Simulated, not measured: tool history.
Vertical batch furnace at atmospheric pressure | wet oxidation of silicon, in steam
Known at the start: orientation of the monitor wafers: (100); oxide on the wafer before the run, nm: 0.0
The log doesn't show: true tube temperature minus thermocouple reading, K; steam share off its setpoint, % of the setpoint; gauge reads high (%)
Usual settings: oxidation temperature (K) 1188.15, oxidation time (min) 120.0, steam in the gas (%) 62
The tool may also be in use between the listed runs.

run     day  oxidation temperature (K)  oxidation time (min)  steam in the gas (%)  wafers since the last listed run  hours since the last temperature calibration  hours since the steam generator was serviced  hours since the gauge calibration  read-back reference wafer on the same gauge, thickness  oxide thickness on the monitor wafer (angstrom)
  1   0.000                    1188.15                 120.0                    62                                 0                                        1014.3                                        1200.1                             2683.1                                                  246.10                                           2127.7
  2   1.421                    1188.15                 120.0                    62                               527                                        1048.4                                        1234.2                             2717.2                                                  246.02                                           2132.6
  3   3.054                    1188.15                 120.0                    62                               605                                        1087.6                                        1273.4                             2756.4                                                  246.05                                           2146.7
  4   4.604                    1197.15                 140.0                    62                               575                                        1124.8                                        1310.6                             2793.6                                                  245.96                                           2662.1
  5   6.317                    1197.15                 140.0                    62                               635                                        1165.9                                        1351.7                             2834.7                                                  246.09                                           2653.5
  6   8.475                    1194.15                  86.5                    62                               800                                        1217.7                                        1403.5                             2886.5                                                  245.80                                           1731.0
  7  10.296                    1194.15                  86.5                    62                               675                                        1261.4                                        1447.2                             2930.2                                                  245.85                                           1733.9
     11.408  -- gauge calibrated
  8  11.992                    1188.15                  73.0                    62                               629                                        1302.1                                        1487.9                               14.0                                                  245.87                                           1398.5
  9  14.450                    1188.15                  73.0                    62                               912                                        1361.1                                        1546.9                               73.0                                                  245.86                                           1411.2
 10  16.867                    1188.15                  73.0                    62                               896                                        1419.1                                        1604.9                              131.0                                                  246.27                                           1409.2
 11  18.200                    1203.15                 120.0                    62                               494                                        1451.1                                        1636.9                              163.0                                                  245.88                                           2509.9
 12  19.846                    1203.15                 120.0                    62                               610                                        1490.6                                        1676.4                              202.5                                                  245.88                                           2514.2
 13  21.271                    1203.15                 120.0                    62                               528                                        1524.8                                        1710.6                              236.7                                                  245.92                                           2544.8
 14  23.175                    1188.15                 120.0                    62                               706                                        1570.5                                        1756.3                              282.4                                                  246.09                                           2168.1
 15  24.279                    1196.15                  71.0                    67                               409                                        1597.0                                        1782.8                              308.9                                                  245.71                                           1630.5
 16  25.808                    1211.15                 167.5                    70                               567                                        1633.7                                        1819.5                              345.6                                                  245.73                                           3891.3
 17  27.275                    1178.15                 120.0                    74                               544                                        1668.9                                        1854.7                              380.8                                                  246.02                                           2262.5
 18  28.688                    1188.15                 120.0                    62                               524                                        1702.8                                        1888.6                              414.7                                                  245.90                                           2193.8
 19  31.250                    1188.15                 175.0                    70                               950                                        1764.3                                        1950.1                              476.2                                                  245.98                                           3279.4
 20  32.533                    1178.15                 120.0                    62                               476                                        1795.1                                        1980.9                              507.0                                                  246.06                                           1960.6
 21  34.804                    1203.15                  69.5                    73                               842                                        1849.6                                        2035.4                              561.5                                                  246.00                                           1861.8
 22  37.229                    1188.15                 156.5                    62                               899                                        1907.8                                        2093.6                              619.7                                                  245.98                                           2751.4
 23  39.321                    1163.15                 143.5                    53                               775                                        1958.0                                        2143.8                              669.9                                                  246.02                                           1648.1
     40.471  -- thermocouples replaced and temperature profile calibrated
 24  42.279                    1164.15                  76.5                    72                               726                                          43.4                                        2214.8                              740.9                                                  246.21                                           1178.8
 25  44.071                    1188.15                 120.0                    53                               664                                          86.4                                        2257.8                              783.9                                                  246.10                                           1854.1
 26  47.008                    1196.15                 103.5                    55                              1089                                         156.9                                        2328.3                              854.4                                                  245.99                                           1835.1
 27  49.742                    1179.15                 120.0                    58                              1014                                         222.5                                        2393.9                              920.0                                                  246.12                                           1785.2
     51.629  -- steam generator serviced
 28  51.650                    1188.15                 120.0                    62                               336                                         268.3                                           0.5                              965.8                                                  246.14                                           2114.5
 29  58.008                    1188.15                 120.0                    62                              2358                                         420.9                                         153.1                             1118.4                                                  245.85                                           2100.9
 30  61.008                    1204.15                 120.0                    57                              1112                                         492.9                                         225.1                             1190.4                                                  245.67                                           2326.3
 31  63.192                    1188.15                 120.0                    62                               809                                         545.3                                         277.5                             1242.8                                                  245.78                                           2091.8
 32  66.088                    1208.15                  89.0                    62                              1074                                         614.8                                         347.0                             1312.3                                                  246.15                                           2037.5
 33  68.442                    1188.15                 160.0                    62                               873                                         671.3                                         403.5                             1368.8                                                  245.88                                           2692.4
 34  70.921                    1172.15                 120.0                    67                               919                                         730.8                                         463.0                             1428.3                                                  246.04                                           1858.5
 35  73.183                    1198.15                  65.5                    62                               839                                         785.1                                         517.3                             1482.6                                                  246.05                                           1413.1
 36  74.508                    1188.15                 120.0                    62                               491                                         816.9                                         549.1                             1514.4                                                  245.93                                           2134.6
 37  77.133                    1213.15                  67.5                    51                               973                                         879.9                                         612.1                             1577.4                                                  245.98                                           1437.6

What the log doesn't show, run by run:
steam share off its setpoint, % of the setpoint: 0 in every run
gauge reads high (%): 0 in every run
H1: true tube temperature minus thermocouple reading, K
run     H1
  1   1.58
  2   1.67
  3   1.77
  4   1.88
  5      2
  6   2.15
  7   2.29
  8   2.42
  9   2.62
 10   2.82
 11   2.94
 12   3.09
 13   3.22
 14    3.4
 15    3.5
 16   3.65
 17    3.8
 18   3.95
 19   4.22
 20   4.35
 21   4.61
 22   4.88
 23   5.13
 24  0.422
 25  0.429
 26  0.451
 27  0.482
 28  0.511
 29  0.644
 30  0.727
 31  0.796
 32  0.898
 33   0.99
 34    1.1
 35    1.2
 36   1.26
 37    1.4
